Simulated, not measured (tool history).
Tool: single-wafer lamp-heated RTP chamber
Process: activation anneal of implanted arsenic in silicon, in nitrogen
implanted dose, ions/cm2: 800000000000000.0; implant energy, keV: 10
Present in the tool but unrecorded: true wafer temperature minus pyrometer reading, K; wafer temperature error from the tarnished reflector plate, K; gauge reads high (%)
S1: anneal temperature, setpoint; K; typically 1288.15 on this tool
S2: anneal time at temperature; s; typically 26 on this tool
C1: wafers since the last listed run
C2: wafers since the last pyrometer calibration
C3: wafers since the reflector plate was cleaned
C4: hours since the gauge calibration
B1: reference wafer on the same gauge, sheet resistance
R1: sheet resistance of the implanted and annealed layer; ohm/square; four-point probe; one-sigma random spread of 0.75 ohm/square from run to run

{"run": 1, "hour": 0.0, "S1": 1295.15, "S2": 26, "C1": 0, "C2": 6215, "C3": 10220, "C4": 982.6, "B1": 154.89, "R1": 140.73}
{"hour": 15.2, "done": "pyrometer window cleaned and pyrometer calibrated"}
{"run": 2, "hour": 84.7, "S1": 1295.15, "S2": 26, "C1": 941, "C2": 852, "C3": 11162, "C4": 1067.3, "B1": 155.24, "R1": 144.99}
{"hour": 103.1, "done": "reflector plate cleaned"}
{"run": 3, "hour": 158.1, "S1": 1288.15, "S2": 26, "C1": 802, "C2": 1655, "C3": 675, "C4": 1140.7, "B1": 154.92, "R1": 150.7}
{"run": 4, "hour": 240.0, "S1": 1288.15, "S2": 26, "C1": 1004, "C2": 2660, "C3": 1680, "C4": 1222.6, "B1": 155.19, "R1": 150.68}
{"run": 5, "hour": 304.9, "S1": 1299.15, "S2": 17, "C1": 796, "C2": 3456, "C3": 2476, "C4": 1287.5, "B1": 154.91, "R1": 151.24}
{"run": 6, "hour": 379.0, "S1": 1299.15, "S2": 17, "C1": 909, "C2": 4365, "C3": 3385, "C4": 1361.6, "B1": 154.85, "R1": 150.91}
{"run": 7, "hour": 438.2, "S1": 1299.15, "S2": 17, "C1": 726, "C2": 5092, "C3": 4112, "C4": 1420.8, "B1": 154.53, "R1": 150.76}
{"run": 8, "hour": 624.9, "S1": 1288.15, "S2": 26, "C1": 2290, "C2": 7383, "C3": 6403, "C4": 1607.5, "B1": 155.21, "R1": 145.66}
{"hour": 691.8, "done": "pyrometer window cleaned and pyrometer calibrated"}
{"run": 9, "hour": 719.0, "S1": 1288.15, "S2": 26, "C1": 1056, "C2": 333, "C3": 7459, "C4": 1701.6, "B1": 154.73, "R1": 148.28}
{"run": 10, "hour": 809.7, "S1": 1288.15, "S2": 26, "C1": 1112, "C2": 1446, "C3": 8572, "C4": 1792.3, "B1": 155.44, "R1": 148.43}
{"run": 11, "hour": 903.7, "S1": 1288.15, "S2": 26, "C1": 1153, "C2": 2600, "C3": 9726, "C4": 1886.3, "B1": 155.19, "R1": 146.57}
{"hour": 1080.7, "done": "reflector plate cleaned"}
{"run": 12, "hour": 1081.2, "S1": 1288.15, "S2": 26, "C1": 2079, "C2": 4680, "C3": 6, "C4": 2063.8, "B1": 155.28, "R1": 147.06}
{"run": 13, "hour": 1142.3, "S1": 1288.15, "S2": 26, "C1": 749, "C2": 5429, "C3": 756, "C4": 2124.9, "B1": 155.06, "R1": 149.92}
{"run": 14, "hour": 1227.9, "S1": 1288.15, "S2": 26, "C1": 1050, "C2": 6480, "C3": 1806, "C4": 2210.5, "B1": 154.98, "R1": 147.57}
{"run": 15, "hour": 1270.5, "S1": 1288.15, "S2": 36, "C1": 522, "C2": 7002, "C3": 2329, "C4": 2253.1, "B1": 155.17, "R1": 141.62}
{"hour": 1285.1, "done": "pyrometer window cleaned and pyrometer calibrated"}
{"run": 16, "hour": 1344.8, "S1": 1277.15, "S2": 32, "C1": 813, "C2": 732, "C3": 3142, "C4": 2327.4, "B1": 155.21, "R1": 150.37}
{"run": 17, "hour": 1422.6, "S1": 1288.15, "S2": 26, "C1": 954, "C2": 1687, "C3": 4097, "C4": 2405.2, "B1": 155.23, "R1": 150.39}
{"run": 18, "hour": 1500.6, "S1": 1262.15, "S2": 16, "C1": 957, "C2": 2644, "C3": 5054, "C4": 2483.2, "B1": 155.28, "R1": 171.44}
{"run": 19, "hour": 1605.1, "S1": 1311.15, "S2": 19, "C1": 1282, "C2": 3926, "C3": 6337, "C4": 2587.7, "B1": 155.17, "R1": 144.61}
{"hour": 1664.4, "done": "gauge calibrated"}
{"run": 20, "hour": 1684.5, "S1": 1288.15, "S2": 26, "C1": 974, "C2": 4900, "C3": 7311, "C4": 20.1, "B1": 155.04, "R1": 146.7}
{"run": 21, "hour": 1785.8, "S1": 1288.15, "S2": 26, "C1": 1243, "C2": 6143, "C3": 8554, "C4": 121.4, "B1": 154.96, "R1": 144.04}
{"hour": 1862.8, "done": "pyrometer window cleaned and pyrometer calibrated"}
{"run": 22, "hour": 1864.8, "S1": 1261.15, "S2": 11, "C1": 871, "C2": 24, "C3": 9425, "C4": 200.4, "B1": 155.01, "R1": 176.84}
{"run": 23, "hour": 1902.2, "S1": 1288.15, "S2": 18, "C1": 458, "C2": 483, "C3": 9884, "C4": 237.8, "B1": 154.77, "R1": 153.85}
{"run": 24, "hour": 1945.1, "S1": 1316.15, "S2": 18, "C1": 526, "C2": 1009, "C3": 10410, "C4": 280.7, "B1": 155.07, "R1": 141.07}
{"hour": 1984.2, "done": "reflector plate cleaned"}
{"run": 25, "hour": 2206.5, "S1": 1271.15, "S2": 13, "C1": 3109, "C2": 4118, "C3": 2727, "C4": 542.1, "B1": 154.97, "R1": 171.71}
{"run": 26, "hour": 2249.3, "S1": 1288.15, "S2": 22, "C1": 525, "C2": 4644, "C3": 3253, "C4": 584.9, "B1": 154.94, "R1": 151.31}
{"run": 27, "hour": 2344.3, "S1": 1288.15, "S2": 26, "C1": 1165, "C2": 5809, "C3": 4418, "C4": 679.9, "B1": 154.82, "R1": 145.89}
{"run": 28, "hour": 2396.8, "S1": 1318.15, "S2": 13, "C1": 644, "C2": 6454, "C3": 5063, "C4": 732.4, "B1": 155.2, "R1": 146.01}
{"run": 29, "hour": 2436.3, "S1": 1264.15, "S2": 32, "C1": 484, "C2": 6938, "C3": 5547, "C4": 771.9, "B1": 154.89, "R1": 152.09}
{"hour": 2460.3, "done": "pyrometer window cleaned and pyrometer calibrated"}
{"run": 30, "hour": 2501.5, "S1": 1288.15, "S2": 26, "C1": 701, "C2": 505, "C3": 6249, "C4": 837.1, "B1": 154.84, "R1": 150.56}
{"run": 31, "hour": 2552.5, "S1": 1301.15, "S2": 21, "C1": 625, "C2": 1131, "C3": 6875, "C4": 888.1, "B1": 155.32, "R1": 147.25}
{"run": 32, "hour": 2652.4, "S1": 1305.15, "S2": 26, "C1": 1225, "C2": 2357, "C3": 8101, "C4": 988, "B1": 155.24, "R1": 141.71}
{"run": 33, "hour": 2712.4, "S1": 1309.15, "S2": 26, "C1": 736, "C2": 3093, "C3": 8837, "C4": 1048, "B1": 154.72, "R1": 138.6}
{"run": 34, "hour": 2781.3, "S1": 1304.15, "S2": 19, "C1": 845, "C2": 3939, "C3": 9682, "C4": 1116.9, "B1": 154.98, "R1": 145.76}
{"run": 35, "hour": 2852.5, "S1": 1279.15, "S2": 32, "C1": 873, "C2": 4813, "C3": 10556, "C4": 1188.1, "B1": 155.27, "R1": 145.3}

Predict each of these 5 candidate next runs independently; none follows another, all start after run 35:
{"run": "A", "hour": 2852.9, "S1": 1306.15, "S2": 26, "C1": 4, "C2": 4817, "C3": 10561, "C4": 1188.5, "B1": "?", "R1": "?"}
{"run": "B", "hour": 2852.9, "S1": 1296.15, "S2": 16, "C1": 4, "C2": 4817, "C3": 10561, "C4": 1188.5, "B1": "?", "R1": "?"}
{"run": "C", "hour": 2852.9, "S1": 1261.15, "S2": 26, "C1": 4, "C2": 4817, "C3": 10561, "C4": 1188.5, "B1": "?", "R1": "?"}
{"run": "D", "hour": 2852.9, "S1": 1299.15, "S2": 11, "C1": 4, "C2": 4817, "C3": 10561, "C4": 1188.5, "B1": "?", "R1": "?"}
{"run": "E", "hour": 2852.9, "S1": 1279.15, "S2": 33, "C1": 4, "C2": 4817, "C3": 10561, "C4": 1188.5, "B1": "?", "R1": "?"}

run=A B1=155.26 R1=137.59
run=B B1=155.26 R1=148.84
run=C B1=155.26 R1=156.5
run=D B1=155.26 R1=154.12
run=E B1=155.26 R1=143.27
The same runs, with their run-to-run variation unchanged, on a tool lacking any hidden condition would have given:
run=A R1=142.3
run=B R1=155.26
run=C R1=164.14
run=D R1=160.83
run=E R1=149.91
